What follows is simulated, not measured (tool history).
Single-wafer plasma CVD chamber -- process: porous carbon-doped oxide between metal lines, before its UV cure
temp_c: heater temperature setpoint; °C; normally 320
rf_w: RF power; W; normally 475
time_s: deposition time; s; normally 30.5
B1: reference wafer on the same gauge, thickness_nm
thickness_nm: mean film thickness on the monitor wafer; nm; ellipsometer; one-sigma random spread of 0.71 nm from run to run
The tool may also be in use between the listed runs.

Run 1, hour 0.0: usual settings; B1 117.977. Result: thickness_nm 125.093 nm.
Run 2, hour 30.4: usual settings; B1 117.535. Result: thickness_nm 125.224 nm.
Run 3, hour 42.9: usual settings; B1 118.092. Result: thickness_nm 124.882 nm.
Run 4, hour 77.5: usual settings; B1 118.115. Result: thickness_nm 124.626 nm.
Run 5, hour 104.7: usual settings but rf_w 535 W; B1 117.679. Result: thickness_nm 137.472 nm.
Run 6, hour 134.0: usual settings but time_s 33.1 s; B1 118.192. Result: thickness_nm 135.668 nm.
Run 7, hour 168.9: usual settings; B1 117.948. Result: thickness_nm 124.672 nm.
Run 8, hour 190.1: usual settings; B1 118.290. Result: thickness_nm 125.238 nm.
Run 9, hour 214.5: usual settings but rf_w 440 W; B1 117.855. Result: thickness_nm 116.955 nm.
Run 10, hour 239.9: usual settings but rf_w 440 W; B1 117.846. Result: thickness_nm 116.022 nm.
Run 11, hour 256.1: usual settings but rf_w 440 W; B1 118.008. Result: thickness_nm 116.642 nm.
Run 12, hour 281.1: usual settings; B1 118.352. Result: thickness_nm 124.924 nm.
Run 13, hour 304.0: usual settings; B1 117.882. Result: thickness_nm 123.895 nm.
Run 14, hour 320.7: usual settings; B1 118.100. Result: thickness_nm 126.290 nm.
Run 15, hour 354.4: usual settings; B1 117.943. Result: thickness_nm 124.422 nm.
Run 16, hour 385.5: usual settings; B1 117.926. Result: thickness_nm 124.753 nm.
Run 17, hour 406.8: usual settings; B1 118.093. Result: thickness_nm 124.018 nm.
At hour 435.7: RF generator calibrated.
Run 18, hour 442.4: usual settings but rf_w 420 W; B1 118.155. Result: thickness_nm 118.978 nm.
Run 19, hour 472.5: usual settings; B1 118.074. Result: thickness_nm 134.567 nm.
Run 20, hour 506.8: usual settings but time_s 34.2 s; B1 117.998. Result: thickness_nm 148.885 nm.
At hour 520.9: gauge calibrated.
At hour 532.8: thermocouple changed; heater temperature recalibrated.
Run 21, hour 533.3: usual settings but temp_c 334 °C, rf_w 380 W; B1 118.230. Result: thickness_nm 101.006 nm.
Run 22, hour 548.7: usual settings; B1 117.923. Result: thickness_nm 133.125 nm.
Run 23, hour 581.6: usual settings but temp_c 306 °C, rf_w 560 W, time_s 26.3 s; B1 117.954. Result: thickness_nm 138.616 nm.
Run 24, hour 609.7: usual settings but temp_c 334 °C, rf_w 505 W, time_s 25.9 s; B1 117.886. Result: thickness_nm 110.198 nm.
Run 25, hour 638.2: usual settings; B1 117.815. Result: thickness_nm 130.950 nm.
Run 26, hour 664.0: usual settings; B1 118.073. Result: thickness_nm 130.210 nm.
At hour 689.1: showerhead replaced, of another model than before.
Run 27, hour 690.7: usual settings but temp_c 309 °C, rf_w 540 W, time_s 35.7 s; B1 117.942. Result: thickness_nm 173.121 nm.
Run 28, hour 721.8: usual settings but temp_c 330 °C, rf_w 560 W, time_s 32.7 s; B1 117.940. Result: thickness_nm 147.217 nm.
Run 29, hour 793.7: usual settings but temp_c 309 °C, rf_w 415 W; B1 117.947. Result: thickness_nm 126.763 nm.
Run 30, hour 819.8: usual settings but temp_c 314 °C, rf_w 385 W; B1 117.593. Result: thickness_nm 117.643 nm.
Run 31, hour 846.2: usual settings but temp_c 332 °C, rf_w 430 W; B1 118.166. Result: thickness_nm 116.331 nm.
Run 32, hour 880.0: usual settings but rf_w 530 W; B1 118.341. Result: thickness_nm 138.660 nm.
Run 33, hour 905.5: usual settings but temp_c 329 °C, time_s 33.3 s; B1 118.372. Result: thickness_nm 135.002 nm.
Run 34, hour 941.4: usual settings but temp_c 313 °C, time_s 33.1 s; B1 118.302. Result: thickness_nm 146.250 nm.
Run 35, hour 963.3: usual settings; B1 117.631. Result: thickness_nm 130.770 nm.

Forecast each of these 3 alternatives for the next run:
Run A, hour 963.7: usual settings but time_s 33.5 s; B1 ?. Result: thickness_nm ?.
Run B, hour 963.7: usual settings but temp_c 327 °C, rf_w 535 W, time_s 26.6 s; B1 ?. Result: thickness_nm ?.
Run C, hour 963.7: usual settings but rf_w 440 W, time_s 32.3 s; B1 ?. Result: thickness_nm ?.

run       B1  thickness_nm
  A  117.880       143.667
  B  117.880       119.322
  C  117.880       132.024
Had the tool no hidden state, the same runs would have come out as:
run  thickness_nm
  A       149.172
  B       123.706
  C       137.698
